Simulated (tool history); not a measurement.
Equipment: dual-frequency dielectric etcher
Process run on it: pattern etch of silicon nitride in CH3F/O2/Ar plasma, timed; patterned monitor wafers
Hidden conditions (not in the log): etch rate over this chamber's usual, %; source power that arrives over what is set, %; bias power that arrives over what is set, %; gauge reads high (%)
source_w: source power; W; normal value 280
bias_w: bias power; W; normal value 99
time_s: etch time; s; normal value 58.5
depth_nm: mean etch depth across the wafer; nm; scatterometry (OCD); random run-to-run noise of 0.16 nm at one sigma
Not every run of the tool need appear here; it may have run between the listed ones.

| run | hour | source_w | bias_w | time_s | wafers since the last listed run | hours since the last wet clean | hours since the last source power generator calibration | hours since the last bias power generator calibration | hours since the last upper electrode change | hours since the gauge calibration | read-back reference wafer on the same gauge, depth_nm | depth_nm |
|---|---|---|---|---|---|---|---|---|---|---|---|---|
| 1 | 0.0 | 280 | 112 | 58.5 | 0 | 329.1 | 1657.8 | 3444.1 | 5178.1 | 64.1 | 30.30 | 37.84 |
|  | 58.3 | wet clean of the chamber |
| 2 | 206.2 | 280 | 99 | 58.5 | 3098 | 147.9 | 1864.0 | 3650.3 | 5384.3 | 270.3 | 30.28 | 36.92 |
| 3 | 252.5 | 280 | 99 | 58.5 | 787 | 194.2 | 1910.3 | 3696.6 | 5430.6 | 316.6 | 30.32 | 36.70 |
|  | 281.8 | bias power generator calibrated |
| 4 | 290.9 | 280 | 88 | 58.5 | 584 | 232.6 | 1948.7 | 9.1 | 5469.0 | 355.0 | 30.31 | 34.60 |
| 5 | 348.8 | 280 | 99 | 58.5 | 984 | 290.5 | 2006.6 | 67.0 | 5526.9 | 412.9 | 30.31 | 36.25 |
| 6 | 389.3 | 280 | 99 | 58.5 | 688 | 331.0 | 2047.1 | 107.5 | 5567.4 | 453.4 | 30.28 | 36.25 |
|  | 394.2 | source power generator calibrated |
|  | 422.6 | wet clean of the chamber |
| 7 | 457.3 | 280 | 99 | 58.5 | 680 | 34.7 | 63.1 | 175.5 | 5635.4 | 521.4 | 30.32 | 37.20 |
| 8 | 499.2 | 320 | 120 | 58.5 | 712 | 76.6 | 105.0 | 217.4 | 5677.3 | 563.3 | 30.31 | 42.50 |
|  | 542.9 | upper electrode replaced |
| 9 | 543.4 | 280 | 99 | 58.5 | 343 | 120.8 | 149.2 | 261.6 | 0.5 | 607.5 | 30.31 | 36.76 |
| 10 | 584.7 | 280 | 119 | 58.5 | 702 | 162.1 | 190.5 | 302.9 | 41.8 | 648.8 | 30.32 | 40.04 |
| 11 | 626.5 | 280 | 99 | 70.0 | 710 | 203.9 | 232.3 | 344.7 | 83.6 | 690.6 | 30.28 | 43.62 |
|  | 630.7 | gauge calibrated |
| 12 | 698.1 | 280 | 99 | 69.5 | 1217 | 275.5 | 303.9 | 416.3 | 155.2 | 67.4 | 30.29 | 42.68 |

What will run 13 give?
| 13 | 727.3 | 320 | 120 | 58.5 | 496 | 304.7 | 333.1 | 445.5 | 184.4 | 96.6 | ? | ? |

read-back reference wafer on the same gauge, depth_nm: 30.27
depth_nm: 41.30 nm
Had the tool carried no hidden state, the very same run would have given depth_nm 42.99 nm.
